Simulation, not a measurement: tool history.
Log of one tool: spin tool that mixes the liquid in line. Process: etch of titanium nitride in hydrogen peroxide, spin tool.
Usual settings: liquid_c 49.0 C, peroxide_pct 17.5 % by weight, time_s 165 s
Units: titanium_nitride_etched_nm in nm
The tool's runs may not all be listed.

| run | hour | liquid_c | peroxide_pct | time_s | wafers since the last listed run | hours since the thermometer was replaced | hours since the peroxide flow meter was replaced | hours since the heated supply line was repaired | hours since the drum of peroxide was connected | hours since the gauge calibration | read-back film thickness of the titanium nitride reference wafer, read on the same gauge (nm) | titanium_nitride_etched_nm |
|---|---|---|---|---|---|---|---|---|---|---|---|---|
| 1 | 0.0 | 46.0 | 19.0 | 165 | 0 | 2321.5 | 480.9 | 3260.2 | 21.4 | 337.4 | 49.98 | 4.40 |
| 2 | 14.8 | 46.0 | 19.0 | 165 | 113 | 2336.3 | 495.7 | 3275.0 | 36.2 | 352.2 | 49.95 | 4.36 |
| 3 | 31.7 | 49.0 | 17.5 | 165 | 129 | 2353.2 | 512.6 | 3291.9 | 53.1 | 369.1 | 49.99 | 5.38 |
| 4 | 39.4 | 49.0 | 17.5 | 165 | 58 | 2360.9 | 520.3 | 3299.6 | 60.8 | 376.8 | 50.02 | 5.33 |
| 5 | 46.3 | 49.0 | 17.5 | 165 | 52 | 2367.8 | 527.2 | 3306.5 | 67.7 | 383.7 | 50.00 | 5.40 |
|  | 49.3 | heated supply line repaired |
| 6 | 56.2 | 49.0 | 17.5 | 165 | 68 | 2377.7 | 537.1 | 6.9 | 77.6 | 393.6 | 49.98 | 5.33 |
| 7 | 66.2 | 49.0 | 17.5 | 165 | 76 | 2387.7 | 547.1 | 16.9 | 87.6 | 403.6 | 50.01 | 5.38 |
| 8 | 84.0 | 49.0 | 17.5 | 165 | 136 | 2405.5 | 564.9 | 34.7 | 105.4 | 421.4 | 49.99 | 5.32 |
| 9 | 95.3 | 44.0 | 17.5 | 70 | 86 | 2416.8 | 576.2 | 46.0 | 116.7 | 432.7 | 50.01 | 1.57 |
|  | 101.2 | thermometer replaced |
| 10 | 110.5 | 49.0 | 13.5 | 165 | 108 | 9.3 | 591.4 | 61.2 | 131.9 | 447.9 | 50.02 | 5.09 |
| 11 | 118.9 | 43.0 | 15.5 | 240 | 64 | 17.7 | 599.8 | 69.6 | 140.3 | 456.3 | 50.01 | 4.88 |
| 12 | 134.6 | 39.0 | 19.5 | 165 | 120 | 33.4 | 615.5 | 85.3 | 156.0 | 472.0 | 50.03 | 2.59 |
| 13 | 148.0 | 45.5 | 17.5 | 165 | 102 | 46.8 | 628.9 | 98.7 | 169.4 | 485.4 | 50.00 | 4.08 |
| 14 | 159.4 | 49.0 | 17.5 | 165 | 87 | 58.2 | 640.3 | 110.1 | 180.8 | 496.8 | 49.97 | 5.29 |
|  | 184.3 | gauge calibrated |
| 15 | 185.7 | 49.0 | 16.0 | 85 | 201 | 84.5 | 666.6 | 136.4 | 207.1 | 1.4 | 50.00 | 2.69 |
| 16 | 198.0 | 54.0 | 17.5 | 85 | 94 | 96.8 | 678.9 | 148.7 | 219.4 | 13.7 | 50.01 | 3.96 |
|  | 204.9 | peroxide flow meter replaced |
| 17 | 211.2 | 43.0 | 20.5 | 70 | 93 | 110.0 | 6.3 | 161.9 | 232.6 | 26.9 | 50.04 | 1.51 |
| 18 | 224.4 | 49.0 | 15.5 | 75 | 101 | 123.2 | 19.5 | 175.1 | 245.8 | 40.1 | 49.94 | 2.38 |
| 19 | 239.4 | 49.0 | 15.5 | 165 | 114 | 138.2 | 34.5 | 190.1 | 260.8 | 55.1 | 49.98 | 5.26 |
| 20 | 249.5 | 52.0 | 17.5 | 225 | 77 | 148.3 | 44.6 | 200.2 | 270.9 | 65.2 | 50.03 | 8.98 |
| 21 | 267.2 | 54.5 | 20.5 | 140 | 135 | 166.0 | 62.3 | 217.9 | 288.6 | 82.9 | 50.03 | 6.97 |
| 22 | 284.8 | 49.0 | 17.5 | 165 | 134 | 183.6 | 79.9 | 235.5 | 306.2 | 100.5 | 50.00 | 5.37 |
| 23 | 292.7 | 45.5 | 22.0 | 95 | 60 | 191.5 | 87.8 | 243.4 | 314.1 | 108.4 | 50.00 | 2.50 |
| 24 | 301.8 | 49.0 | 17.5 | 165 | 69 | 200.6 | 96.9 | 252.5 | 323.2 | 117.5 | 50.04 | 5.32 |
| 25 | 311.4 | 49.0 | 16.0 | 85 | 73 | 210.2 | 106.5 | 262.1 | 332.8 | 127.1 | 49.99 | 2.68 |
| 26 | 319.4 | 53.5 | 21.0 | 90 | 61 | 218.2 | 114.5 | 270.1 | 340.8 | 135.1 | 50.02 | 4.19 |

Forecast each of these 3 alternatives for the next run:
| A | 319.9 | 54.5 | 17.5 | 165 | 3 | 218.7 | 115.0 | 270.6 | 341.3 | 135.6 | ? | ? |
| B | 319.9 | 53.5 | 19.5 | 165 | 3 | 218.7 | 115.0 | 270.6 | 341.3 | 135.6 | ? | ? |
| C | 319.9 | 49.0 | 17.5 | 260 | 3 | 218.7 | 115.0 | 270.6 | 341.3 | 135.6 | ? | ? |

| run | read-back film thickness of the titanium nitride reference wafer, read on the same gauge (nm) | titanium_nitride_etched_nm |
|---|---|---|
| A | 49.98 | 7.98 |
| B | 49.98 | 7.61 |
| C | 49.98 | 8.49 |
Without the tool's hidden state the same runs would have given:
| run | titanium_nitride_etched_nm |
|---|---|
| A | 7.98 |
| B | 7.61 |
| C | 8.49 |
